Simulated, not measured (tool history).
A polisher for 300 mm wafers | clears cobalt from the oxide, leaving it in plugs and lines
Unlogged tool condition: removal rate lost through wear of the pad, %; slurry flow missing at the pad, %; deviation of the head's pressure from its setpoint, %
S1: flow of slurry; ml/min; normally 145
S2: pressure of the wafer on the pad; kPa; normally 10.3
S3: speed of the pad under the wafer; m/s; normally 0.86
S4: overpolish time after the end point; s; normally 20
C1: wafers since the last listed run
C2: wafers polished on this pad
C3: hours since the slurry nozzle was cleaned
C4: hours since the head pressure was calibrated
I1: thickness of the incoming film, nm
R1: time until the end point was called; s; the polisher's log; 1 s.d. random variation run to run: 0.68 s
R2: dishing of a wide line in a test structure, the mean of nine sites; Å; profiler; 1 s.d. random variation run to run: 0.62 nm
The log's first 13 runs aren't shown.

run 14 day=8.292 | S1=130 S2=10.3 S3=0.86 S4=13 | C1=99 C2=914 C3=15.7 C4=118.6 | I1=148.4 | R1=60.2 R2=224
run 15 day=8.858 | S1=190 S2=8.3 S3=0.86 S4=13 | C1=110 C2=1025 C3=29.3 C4=132.2 | I1=150.7 | R1=67.1 R2=209
-- day=9.067 worn pad replaced by a new one
run 16 day=9.512 | S1=115 S2=8.3 S3=0.86 S4=20 | C1=95 C2=86 C3=45 C4=147.9 | I1=151 | R1=66.5 R2=279
run 17 day=10.129 | S1=145 S2=9 S3=0.6 S4=20 | C1=120 C2=207 C3=59.8 C4=162.7 | I1=150.9 | R1=75.5 R2=256
run 18 day=10.783 | S1=145 S2=12.4 S3=0.86 S4=20 | C1=127 C2=335 C3=75.5 C4=178.4 | I1=151.5 | R1=50.4 R2=299
run 19 day=11.138 | S1=190 S2=8.3 S3=0.86 S4=13 | C1=69 C2=404 C3=84 C4=186.9 | I1=151.3 | R1=66.5 R2=209
run 20 day=11.617 | S1=145 S2=12.4 S3=0.64 S4=20 | C1=93 C2=497 C3=95.5 C4=198.4 | I1=147.1 | R1=58.5 R2=283
run 21 day=12.3 | S1=125 S2=10.3 S3=0.68 S4=20 | C1=133 C2=631 C3=111.9 C4=214.8 | I1=150.7 | R1=69.3 R2=264
run 22 day=12.75 | S1=180 S2=10.3 S3=1.16 S4=10 | C1=87 C2=719 C3=122.7 C4=225.6 | I1=151 | R1=49.4 R2=213
run 23 day=13.067 | S1=145 S2=10.3 S3=0.86 S4=20 | C1=61 C2=780 C3=130.3 C4=233.2 | I1=152.4 | R1=60.3 R2=273
run 24 day=13.817 | S1=145 S2=10.3 S3=0.86 S4=31 | C1=146 C2=927 C3=148.3 C4=251.2 | I1=153.1 | R1=60.6 R2=327
-- day=14.004 worn pad replaced by a new one
run 25 day=14.458 | S1=145 S2=10.3 S3=1 S4=20 | C1=92 C2=88 C3=163.7 C4=266.6 | I1=151.1 | R1=51.4 R2=306
run 26 day=14.942 | S1=145 S2=10.3 S3=0.86 S4=20 | C1=94 C2=183 C3=175.3 C4=278.2 | I1=148.7 | R1=55 R2=299
run 27 day=15.683 | S1=165 S2=10.3 S3=1.04 S4=20 | C1=144 C2=327 C3=193.1 C4=296 | I1=148.4 | R1=50.5 R2=304
run 28 day=16.062 | S1=115 S2=9 S3=0.76 S4=20 | C1=74 C2=401 C3=202.2 C4=305.1 | I1=150 | R1=69.7 R2=266
run 29 day=16.479 | S1=145 S2=8.3 S3=0.86 S4=20 | C1=81 C2=483 C3=212.2 C4=315.1 | I1=152.5 | R1=68.9 R2=261
run 30 day=17.2 | S1=145 S2=13.1 S3=0.86 S4=20 | C1=140 C2=624 C3=229.5 C4=332.4 | I1=150.2 | R1=49.8 R2=299
run 31 day=17.8 | S1=195 S2=7.6 S3=0.86 S4=20 | C1=117 C2=741 C3=243.9 C4=346.8 | I1=152.8 | R1=73.2 R2=265
run 32 day=18.425 | S1=160 S2=12.4 S3=0.86 S4=11 | C1=122 C2=863 C3=258.9 C4=361.8 | I1=150.2 | R1=52.8 R2=217
-- day=18.771 worn pad replaced by a new one
run 33 day=19.021 | S1=145 S2=10.3 S3=1.14 S4=20 | C1=83 C2=48 C3=273.2 C4=376.1 | I1=150.6 | R1=44.9 R2=308

Expected results for the next run?
run 34 day=19.296 | S1=145 S2=10.3 S3=0.86 S4=20 | C1=53 C2=102 C3=279.8 C4=382.7 | I1=150.7 | R1=? R2=?

R1: 54.4 s
R2: 300 Å
If the tool had no hidden condition, the same run with the same run-to-run variation would have returned R1 52.6 s, R2 304 Å.
